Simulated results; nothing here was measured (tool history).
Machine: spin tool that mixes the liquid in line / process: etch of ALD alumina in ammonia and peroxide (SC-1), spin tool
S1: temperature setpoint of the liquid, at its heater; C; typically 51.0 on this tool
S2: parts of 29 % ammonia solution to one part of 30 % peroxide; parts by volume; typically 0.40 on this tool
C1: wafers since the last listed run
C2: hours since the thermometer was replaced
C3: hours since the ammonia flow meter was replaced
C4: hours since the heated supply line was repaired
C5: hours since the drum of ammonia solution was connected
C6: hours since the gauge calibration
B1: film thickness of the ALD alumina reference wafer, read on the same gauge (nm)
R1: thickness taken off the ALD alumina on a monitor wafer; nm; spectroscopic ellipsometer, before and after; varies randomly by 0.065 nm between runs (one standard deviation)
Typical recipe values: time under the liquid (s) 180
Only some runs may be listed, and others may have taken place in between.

run 1 hour=0.0 | S1=51.0 S2=0.40 time_under_the_liquid_(s)=180 | C1=0 C2=1969.9 C3=103.3 C4=308.9 C5=9.7 C6=995.6 | B1=50.03 | R1=11.95
run 2 hour=45.9 | S1=51.0 S2=0.40 time_under_the_liquid_(s)=180 | C1=281 C2=2015.8 C3=149.2 C4=354.8 C5=55.6 C6=1041.5 | B1=50.00 | R1=11.89
run 3 hour=105.1 | S1=51.0 S2=0.40 time_under_the_liquid_(s)=180 | C1=363 C2=2075.0 C3=208.4 C4=414.0 C5=114.8 C6=1100.7 | B1=50.01 | R1=11.77
run 4 hour=138.8 | S1=51.0 S2=0.40 time_under_the_liquid_(s)=180 | C1=206 C2=2108.7 C3=242.1 C4=447.7 C5=148.5 C6=1134.4 | B1=50.00 | R1=11.83
run 5 hour=181.5 | S1=48.5 S2=0.40 time_under_the_liquid_(s)=95 | C1=262 C2=2151.4 C3=284.8 C4=490.4 C5=191.2 C6=1177.1 | B1=49.98 | R1=5.46
run 6 hour=220.6 | S1=51.0 S2=0.40 time_under_the_liquid_(s)=180 | C1=240 C2=2190.5 C3=323.9 C4=529.5 C5=230.3 C6=1216.2 | B1=50.00 | R1=11.87
-- hour=252.3 thermometer replaced
run 7 hour=252.8 | S1=56.0 S2=0.60 time_under_the_liquid_(s)=140 | C1=191 C2=0.5 C3=356.1 C4=561.7 C5=262.5 C6=1248.4 | B1=49.99 | R1=12.27
run 8 hour=321.1 | S1=51.0 S2=0.40 time_under_the_liquid_(s)=180 | C1=419 C2=68.8 C3=424.4 C4=630.0 C5=330.8 C6=1316.7 | B1=49.99 | R1=11.75
run 9 hour=357.1 | S1=51.0 S2=0.30 time_under_the_liquid_(s)=280 | C1=221 C2=104.8 C3=460.4 C4=666.0 C5=366.8 C6=1352.7 | B1=50.00 | R1=17.68
run 10 hour=409.6 | S1=43.5 S2=0.20 time_under_the_liquid_(s)=180 | C1=322 C2=157.3 C3=512.9 C4=718.5 C5=419.3 C6=1405.2 | B1=49.99 | R1=7.16
run 11 hour=474.7 | S1=51.0 S2=0.40 time_under_the_liquid_(s)=180 | C1=399 C2=222.4 C3=578.0 C4=783.6 C5=484.4 C6=1470.3 | B1=50.00 | R1=11.68
run 12 hour=522.5 | S1=44.5 S2=0.45 time_under_the_liquid_(s)=235 | C1=293 C2=270.2 C3=625.8 C4=831.4 C5=532.2 C6=1518.1 | B1=50.00 | R1=10.69
-- hour=581.2 ammonia flow meter replaced
run 13 hour=610.3 | S1=51.0 S2=0.40 time_under_the_liquid_(s)=180 | C1=533 C2=358.0 C3=29.1 C4=919.2 C5=620.0 C6=1605.9 | B1=50.03 | R1=11.56
run 14 hour=661.4 | S1=58.5 S2=0.55 time_under_the_liquid_(s)=95 | C1=313 C2=409.1 C3=80.2 C4=970.3 C5=671.1 C6=1657.0 | B1=50.02 | R1=9.45
-- hour=681.7 gauge calibrated
run 15 hour=693.6 | S1=51.0 S2=0.40 time_under_the_liquid_(s)=280 | C1=197 C2=441.3 C3=112.4 C4=1002.5 C5=703.3 C6=11.9 | B1=50.02 | R1=18.02
-- hour=729.1 heated supply line repaired
run 16 hour=757.1 | S1=51.0 S2=0.40 time_under_the_liquid_(s)=180 | C1=383 C2=504.8 C3=175.9 C4=28.0 C5=766.8 C6=75.4 | B1=50.00 | R1=11.96
run 17 hour=821.9 | S1=51.0 S2=0.25 time_under_the_liquid_(s)=270 | C1=397 C2=569.6 C3=240.7 C4=92.8 C5=831.6 C6=140.2 | B1=50.00 | R1=17.07
-- hour=838.1 new drum of ammonia solution connected
run 18 hour=880.4 | S1=51.0 S2=0.40 time_under_the_liquid_(s)=280 | C1=353 C2=628.1 C3=299.2 C4=151.3 C5=42.3 C6=198.7 | B1=50.00 | R1=18.54
run 19 hour=933.8 | S1=58.0 S2=0.40 time_under_the_liquid_(s)=180 | C1=327 C2=681.5 C3=352.6 C4=204.7 C5=95.7 C6=252.1 | B1=50.00 | R1=17.29
run 20 hour=982.8 | S1=51.0 S2=0.40 time_under_the_liquid_(s)=180 | C1=300 C2=730.5 C3=401.6 C4=253.7 C5=144.7 C6=301.1 | B1=50.02 | R1=11.84
run 21 hour=1049.2 | S1=51.0 S2=0.40 time_under_the_liquid_(s)=180 | C1=407 C2=796.9 C3=468.0 C4=320.1 C5=211.1 C6=367.5 | B1=49.98 | R1=11.80
run 22 hour=1098.8 | S1=51.0 S2=0.35 time_under_the_liquid_(s)=180 | C1=304 C2=846.5 C3=517.6 C4=369.7 C5=260.7 C6=417.1 | B1=49.97 | R1=11.74
-- hour=1124.3 ammonia flow meter replaced
run 23 hour=1135.5 | S1=41.0 S2=0.40 time_under_the_liquid_(s)=265 | C1=219 C2=883.2 C3=11.2 C4=406.4 C5=297.4 C6=453.8 | B1=49.99 | R1=9.85
run 24 hour=1202.5 | S1=42.0 S2=0.40 time_under_the_liquid_(s)=70 | C1=411 C2=950.2 C3=78.2 C4=473.4 C5=364.4 C6=520.8 | B1=50.00 | R1=2.74

Selected run-to-run steps in R1, each split into two signed amounts: the part the tool would show with no hidden state at all (from settings, incoming material and random variation), and the remainder, which goes to the hidden state together with any gauge scatter not common to the measured and the hidden-state-free results:
Hidden state at play: liquid colder than its thermometer reads (K); ammonia flow below the setpoint (%); temperature lost on the way to the wafer (K); ammonia solution weaker than its label (%); gauge reads high (%).
Run 9 -> 10: S1 51.0 -> 43.5, S2 0.30 -> 0.20, time under the liquid (s) 280 -> 180. R1 -10.52 nm: hidden state +0.25, all else -10.77.
Run 14 -> 15: S1 58.5 -> 51.0, S2 0.55 -> 0.40, time under the liquid (s) 95 -> 280, gauge calibrated. R1 +8.57 nm: hidden state -0.35, all else +8.92.
Run 15 -> 16: time under the liquid (s) 280 -> 180, heated supply line repaired. R1 -6.06 nm: hidden state +0.63, all else -6.69.
